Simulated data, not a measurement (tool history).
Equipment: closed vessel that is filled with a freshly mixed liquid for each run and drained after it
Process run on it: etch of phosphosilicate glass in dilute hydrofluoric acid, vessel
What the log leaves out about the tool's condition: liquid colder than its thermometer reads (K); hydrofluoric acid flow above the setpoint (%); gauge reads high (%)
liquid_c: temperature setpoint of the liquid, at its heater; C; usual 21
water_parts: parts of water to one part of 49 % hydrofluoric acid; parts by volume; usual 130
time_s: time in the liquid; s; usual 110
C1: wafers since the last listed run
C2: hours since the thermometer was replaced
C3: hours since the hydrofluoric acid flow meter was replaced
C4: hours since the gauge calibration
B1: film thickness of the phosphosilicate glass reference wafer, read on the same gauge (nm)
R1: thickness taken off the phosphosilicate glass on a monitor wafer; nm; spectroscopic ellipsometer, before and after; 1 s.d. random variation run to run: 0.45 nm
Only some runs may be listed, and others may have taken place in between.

{"run": 1, "hour": 0.0, "liquid_c": 21, "water_parts": 130, "time_s": 110, "C1": 0, "C2": 662.9, "C3": 1120.3, "C4": 517.2, "B1": 120.01, "R1": 44.31}
{"run": 2, "hour": 7.5, "liquid_c": 21, "water_parts": 130, "time_s": 110, "C1": 660, "C2": 670.4, "C3": 1127.8, "C4": 524.7, "B1": 119.98, "R1": 43.77}
{"run": 3, "hour": 21.9, "liquid_c": 21, "water_parts": 130, "time_s": 110, "C1": 1268, "C2": 684.8, "C3": 1142.2, "C4": 539.1, "B1": 120.02, "R1": 42.88}
{"run": 4, "hour": 37.5, "liquid_c": 17, "water_parts": 130, "time_s": 110, "C1": 1374, "C2": 700.4, "C3": 1157.8, "C4": 554.7, "B1": 120.01, "R1": 36.53}
{"run": 5, "hour": 43.6, "liquid_c": 17, "water_parts": 130, "time_s": 110, "C1": 537, "C2": 706.5, "C3": 1163.9, "C4": 560.8, "B1": 120.02, "R1": 36.58}
{"run": 6, "hour": 57.9, "liquid_c": 21, "water_parts": 130, "time_s": 110, "C1": 1259, "C2": 720.8, "C3": 1178.2, "C4": 575.1, "B1": 120, "R1": 42.46}
{"run": 7, "hour": 71.1, "liquid_c": 21, "water_parts": 130, "time_s": 110, "C1": 1162, "C2": 734, "C3": 1191.4, "C4": 588.3, "B1": 120.01, "R1": 42.48}
{"run": 8, "hour": 81.1, "liquid_c": 21, "water_parts": 130, "time_s": 110, "C1": 880, "C2": 744, "C3": 1201.4, "C4": 598.3, "B1": 119.98, "R1": 43.27}
{"run": 9, "hour": 89.2, "liquid_c": 21, "water_parts": 130, "time_s": 110, "C1": 713, "C2": 752.1, "C3": 1209.5, "C4": 606.4, "B1": 119.99, "R1": 43.67}
{"run": 10, "hour": 136.8, "liquid_c": 21, "water_parts": 130, "time_s": 110, "C1": 4193, "C2": 799.7, "C3": 1257.1, "C4": 654, "B1": 119.99, "R1": 42.58}
{"run": 11, "hour": 150.8, "liquid_c": 18.5, "water_parts": 130, "time_s": 110, "C1": 1233, "C2": 813.7, "C3": 1271.1, "C4": 668, "B1": 120, "R1": 38.92}
{"run": 12, "hour": 168.1, "liquid_c": 18.5, "water_parts": 130, "time_s": 110, "C1": 1524, "C2": 831, "C3": 1288.4, "C4": 685.3, "B1": 120, "R1": 39.44}
{"hour": 176.1, "done": "hydrofluoric acid flow meter replaced"}
{"run": 13, "hour": 179.7, "liquid_c": 23, "water_parts": 100, "time_s": 140, "C1": 933, "C2": 842.6, "C3": 3.6, "C4": 696.9, "B1": 120.01, "R1": 81.01}
{"run": 14, "hour": 193.0, "liquid_c": 18, "water_parts": 115, "time_s": 140, "C1": 1171, "C2": 855.9, "C3": 16.9, "C4": 710.2, "B1": 120, "R1": 55.28}
{"run": 15, "hour": 202.3, "liquid_c": 19, "water_parts": 160, "time_s": 110, "C1": 819, "C2": 865.2, "C3": 26.2, "C4": 719.5, "B1": 120, "R1": 31.26}
{"run": 16, "hour": 218.6, "liquid_c": 24.5, "water_parts": 130, "time_s": 110, "C1": 1435, "C2": 881.5, "C3": 42.5, "C4": 735.8, "B1": 120, "R1": 48.96}
{"run": 17, "hour": 230.0, "liquid_c": 21, "water_parts": 130, "time_s": 110, "C1": 1004, "C2": 892.9, "C3": 53.9, "C4": 747.2, "B1": 119.99, "R1": 42.69}
{"hour": 238.7, "done": "gauge calibrated"}
{"run": 18, "hour": 268.0, "liquid_c": 21, "water_parts": 130, "time_s": 160, "C1": 3347, "C2": 930.9, "C3": 91.9, "C4": 29.3, "B1": 120, "R1": 61.25}
{"run": 19, "hour": 278.0, "liquid_c": 18, "water_parts": 130, "time_s": 110, "C1": 880, "C2": 940.9, "C3": 101.9, "C4": 39.3, "B1": 119.99, "R1": 37.7}
{"run": 20, "hour": 290.6, "liquid_c": 22.5, "water_parts": 70, "time_s": 70, "C1": 1109, "C2": 953.5, "C3": 114.5, "C4": 51.9, "B1": 119.97, "R1": 56.91}
{"run": 21, "hour": 304.2, "liquid_c": 19.5, "water_parts": 130, "time_s": 110, "C1": 1198, "C2": 967.1, "C3": 128.1, "C4": 65.5, "B1": 119.99, "R1": 38.93}
{"run": 22, "hour": 316.3, "liquid_c": 22.5, "water_parts": 160, "time_s": 175, "C1": 1065, "C2": 979.2, "C3": 140.2, "C4": 77.6, "B1": 119.98, "R1": 56.68}
{"hour": 324.5, "done": "thermometer replaced"}
{"run": 23, "hour": 325.4, "liquid_c": 21, "water_parts": 105, "time_s": 110, "C1": 713, "C2": 0.9, "C3": 149.3, "C4": 86.7, "B1": 120.01, "R1": 60.13}
{"run": 24, "hour": 343.1, "liquid_c": 18.5, "water_parts": 195, "time_s": 155, "C1": 1559, "C2": 18.6, "C3": 167, "C4": 104.4, "B1": 119.99, "R1": 37.19}
{"run": 25, "hour": 350.4, "liquid_c": 18, "water_parts": 130, "time_s": 60, "C1": 643, "C2": 25.9, "C3": 174.3, "C4": 111.7, "B1": 119.98, "R1": 22.8}
{"run": 26, "hour": 371.9, "liquid_c": 21, "water_parts": 130, "time_s": 110, "C1": 1894, "C2": 47.4, "C3": 195.8, "C4": 133.2, "B1": 119.98, "R1": 47.35}
{"run": 27, "hour": 389.9, "liquid_c": 19.5, "water_parts": 85, "time_s": 110, "C1": 1585, "C2": 65.4, "C3": 213.8, "C4": 151.2, "B1": 120.01, "R1": 71.02}
{"run": 28, "hour": 405.6, "liquid_c": 21, "water_parts": 130, "time_s": 110, "C1": 1383, "C2": 81.1, "C3": 229.5, "C4": 166.9, "B1": 120.01, "R1": 46.1}
{"run": 29, "hour": 420.6, "liquid_c": 21, "water_parts": 130, "time_s": 110, "C1": 1321, "C2": 96.1, "C3": 244.5, "C4": 181.9, "B1": 120, "R1": 46.5}
{"run": 30, "hour": 436.9, "liquid_c": 25.5, "water_parts": 155, "time_s": 140, "C1": 1435, "C2": 112.4, "C3": 260.8, "C4": 198.2, "B1": 120.01, "R1": 57.66}
{"run": 31, "hour": 448.4, "liquid_c": 21, "water_parts": 130, "time_s": 110, "C1": 1013, "C2": 123.9, "C3": 272.3, "C4": 209.7, "B1": 119.98, "R1": 46.51}
{"run": 32, "hour": 456.3, "liquid_c": 21, "water_parts": 130, "time_s": 110, "C1": 695, "C2": 131.8, "C3": 280.2, "C4": 217.6, "B1": 119.99, "R1": 46.01}
{"run": 33, "hour": 467.1, "liquid_c": 18, "water_parts": 130, "time_s": 130, "C1": 951, "C2": 142.6, "C3": 291, "C4": 228.4, "B1": 120, "R1": 48.05}

Predict each of these 3 candidate next runs independently; none follows another, all start after run 33:
{"run": "A", "hour": 467.8, "liquid_c": 21, "water_parts": 130, "time_s": 110, "C1": 61, "C2": 143.3, "C3": 291.7, "C4": 229.1, "B1": "?", "R1": "?"}
{"run": "B", "hour": 467.8, "liquid_c": 21, "water_parts": 170, "time_s": 160, "C1": 61, "C2": 143.3, "C3": 291.7, "C4": 229.1, "B1": "?", "R1": "?"}
{"run": "C", "hour": 467.8, "liquid_c": 18.5, "water_parts": 160, "time_s": 110, "C1": 61, "C2": 143.3, "C3": 291.7, "C4": 229.1, "B1": "?", "R1": "?"}

run=A B1=120 R1=46.49
run=B B1=120 R1=49.57
run=C B1=120 R1=33.12
Stripped of hidden state, with their random variation kept, the same runs would have yielded:
run=A R1=47.11
run=B R1=50.21
run=C R1=33.57
